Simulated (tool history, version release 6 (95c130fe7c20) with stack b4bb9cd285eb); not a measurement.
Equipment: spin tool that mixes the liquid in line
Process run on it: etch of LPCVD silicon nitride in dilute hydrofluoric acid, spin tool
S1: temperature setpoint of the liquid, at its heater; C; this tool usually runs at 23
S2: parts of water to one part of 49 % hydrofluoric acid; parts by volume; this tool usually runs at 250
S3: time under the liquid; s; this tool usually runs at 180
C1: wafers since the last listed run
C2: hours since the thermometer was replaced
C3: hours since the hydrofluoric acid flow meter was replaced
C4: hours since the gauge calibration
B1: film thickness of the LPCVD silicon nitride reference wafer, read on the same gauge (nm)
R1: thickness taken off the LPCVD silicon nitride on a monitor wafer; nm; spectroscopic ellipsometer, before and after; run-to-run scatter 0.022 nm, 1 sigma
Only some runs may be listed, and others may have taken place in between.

run,hour,S1,S2,S3,C1,C2,C3,C4,B1,R1
1,0,23,250,180,0,1995.4,2052.6,430.9,50.008,0.377
2,104,23,250,180,1058,2099.4,2156.6,534.9,49.983,0.438
3,145.6,23,250,180,423,2141,2198.2,576.5,50.049,0.376
4,207.5,23,250,180,630,2202.9,2260.1,638.4,49.986,0.428
5,269.2,23,250,180,628,2264.6,2321.8,700.1,49.978,0.418
6,359.5,23,170,205,919,2354.9,2412.1,790.4,50.02,0.606
7,453.6,23,250,180,958,2449,2506.2,884.5,50.062,0.38
8,507.6,23,250,180,549,2503,2560.2,938.5,49.957,0.398
# hour 569.9: hydrofluoric acid flow meter replaced
9,602,23,250,180,951,2597.4,32.1,1032.9,49.955,0.366
10,670,23,250,180,692,2665.4,100.1,1100.9,50.001,0.364
11,735.4,23,250,180,665,2730.8,165.5,1166.3,49.982,0.401
# hour 744: thermometer replaced
12,785.2,20,250,85,496,41.2,215.3,1216.1,49.986,0.132
# hour 814: gauge calibrated
13,833.9,21,135,240,495,89.9,264,19.9,49.969,0.812
14,929.4,25.5,250,180,972,185.4,359.5,115.4,50.014,0.431
15,993.8,23,250,180,655,249.8,423.9,179.8,50.019,0.365
16,1098.7,18.5,250,95,1068,354.7,528.8,284.7,49.999,0.164
17,1146.3,18.5,160,135,484,402.3,576.4,332.3,49.969,0.356
18,1229.9,23,250,180,851,485.9,660,415.9,49.975,0.395
19,1321.9,23,320,140,936,577.9,752,507.9,49.94,0.243
20,1414.6,19,170,240,943,670.6,844.7,600.6,50.035,0.633
21,1500.2,23,250,150,871,756.2,930.3,686.2,49.957,0.342
22,1592.8,23,250,290,942,848.8,1022.9,778.8,50.018,0.632
23,1697.9,19,170,240,1070,953.9,1128,883.9,49.999,0.588

3 options for the next run, each taken on its own from the tool as it stands now. Forecast them:
A,1698.4,23,340,180,5,954.4,1128.5,884.4,?,?
B,1698.4,27.5,375,80,5,954.4,1128.5,884.4,?,?
C,1698.4,23,200,180,5,954.4,1128.5,884.4,?,?

run,B1,R1
A,49.969,0.273
B,49.969,0.143
C,49.969,0.46
Had the tool no hidden state, the same runs would have come out as:
run,R1
A,0.273
B,0.143
C,0.46
